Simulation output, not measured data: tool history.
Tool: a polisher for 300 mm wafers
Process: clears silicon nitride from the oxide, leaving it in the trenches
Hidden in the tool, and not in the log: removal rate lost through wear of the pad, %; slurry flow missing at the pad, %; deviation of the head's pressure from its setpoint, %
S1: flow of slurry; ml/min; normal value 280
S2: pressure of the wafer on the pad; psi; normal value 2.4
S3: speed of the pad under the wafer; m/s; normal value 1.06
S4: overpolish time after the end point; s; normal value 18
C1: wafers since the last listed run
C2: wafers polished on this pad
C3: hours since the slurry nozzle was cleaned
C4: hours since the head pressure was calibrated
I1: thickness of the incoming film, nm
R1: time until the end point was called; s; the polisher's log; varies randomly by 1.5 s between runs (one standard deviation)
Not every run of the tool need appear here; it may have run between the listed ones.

run      day   S1   S2    S3  S4    C1    C2     C3     C4    I1     R1
  1    0.000  280  3.0  1.06  18     0  1175    8.7  448.3  69.5   62.6
       3.442  -- head pressure recalibrated
  2    3.508  280  3.0  1.06  18   575  1751   92.9    1.6  71.0   69.7
  3    5.571  280  3.0  1.06  18   346  2097  142.4   51.1  68.7   68.3
  4    7.525  280  2.4  1.06  18   328  2426  189.3   98.0  70.6   85.4
      11.829  -- worn pad replaced by a new one
  5   12.004  280  2.4  1.06  18   725    29  296.8  205.5  69.0   86.6
  6   16.125  280  2.4  1.06  18   692   722  395.7  304.4  70.9   92.3
  7   19.525  280  2.4  1.06  18   571  1294  477.3  386.0  71.2   91.0
      21.275  -- slurry nozzle cleaned
  8   23.479  280  2.4  1.06  18   657  1952   52.9  480.9  70.0   84.7
  9   26.267  280  2.4  1.06  18   468  2420  119.8  547.8  70.2   83.5
      30.867  -- head pressure recalibrated
 10   32.529  335  2.4  1.06   9  1038  3459  270.1   39.9  71.0   85.4
      34.442  -- worn pad replaced by a new one
 11   36.571  280  2.4  1.06  18   651   358  367.1  136.9  69.6   85.8
 12   38.525  280  2.4  1.06  18   328   686  414.0  183.8  70.7   88.3
 13   41.596  280  2.4  1.06  21   516  1203  487.7  257.5  68.6   88.9
      41.658  -- slurry nozzle cleaned
 14   45.154  280  2.4  1.06  21   591  1794   83.9  342.9  70.8   86.6
 15   48.342  280  1.8  1.36  24   535  2330  160.4  419.4  68.7   84.7
 16   51.250  280  1.8  1.36  24   489  2819  230.2  489.2  71.1   90.6
      54.350  -- worn pad replaced by a new one
 17   55.283  340  2.4  1.06  18   650   156  327.0  586.0  69.7   84.0
 18   58.517  370  2.0  1.06  25   543   700  404.6  663.6  69.2  102.1
      59.954  -- slurry nozzle cleaned
      60.208  -- head pressure recalibrated
 19   60.962  280  2.8  1.06  24   390  1090   24.2   18.1  69.3   71.6
 20   68.733  215  1.8  1.06  18  1306  2397  210.7  204.6  70.2  125.4
 21   70.396  280  2.7  1.40  28   279  2676  250.6  244.5  69.6   57.6
 22   74.483  280  2.4  1.06  21   687  3364  348.7  342.6  68.9   87.1
      74.971  -- worn pad replaced by a new one
 23   76.300  280  2.4  1.06  18   277   223  392.3  386.2  68.6   86.2
      77.762  -- slurry nozzle cleaned
 24   78.012  280  2.4  1.06  28   280   504    6.0  427.3  70.0   82.3
 25   82.017  280  2.4  1.06  18   673  1177  102.1  523.4  69.5   84.2
 26   84.475  245  2.4  0.74  18   413  1591  161.1  582.4  70.9  130.5
      88.846  -- head pressure recalibrated
 27   88.867  280  2.4  1.06  14   724  2315  266.5    0.5  69.4   87.3
      93.333  -- worn pad replaced by a new one
      97.625  -- slurry nozzle cleaned
 28   99.633  280  3.1  0.78  25  1775  1052   48.2  258.9  70.1   88.2
 29  103.962  230  2.4  1.06  24   727  1780  152.1  362.8  70.6   90.1

Forecast each of these 5 alternatives for the next run:
  A  103.983  280  2.4  0.82  18   3  1783  152.6  363.3  70.1   ?
  B  103.983  365  2.4  0.96  18   3  1783  152.6  363.3  70.1   ?
  C  103.983  365  2.4  1.38  18   3  1783  152.6  363.3  70.1   ?
  D  103.983  195  2.4  1.32  15   3  1783  152.6  363.3  70.1   ?
  E  103.983  280  2.4  0.86  18   3  1783  152.6  363.3  70.1   ?

run     R1
  A  111.9
  B   92.4
  C   64.3
  D   74.3
  E  106.7
The same runs, with their run-to-run variation unchanged, on a tool lacking any hidden condition would have given:
run     R1
  A  107.5
  B   89.6
  C   62.3
  D   70.0
  E  102.5
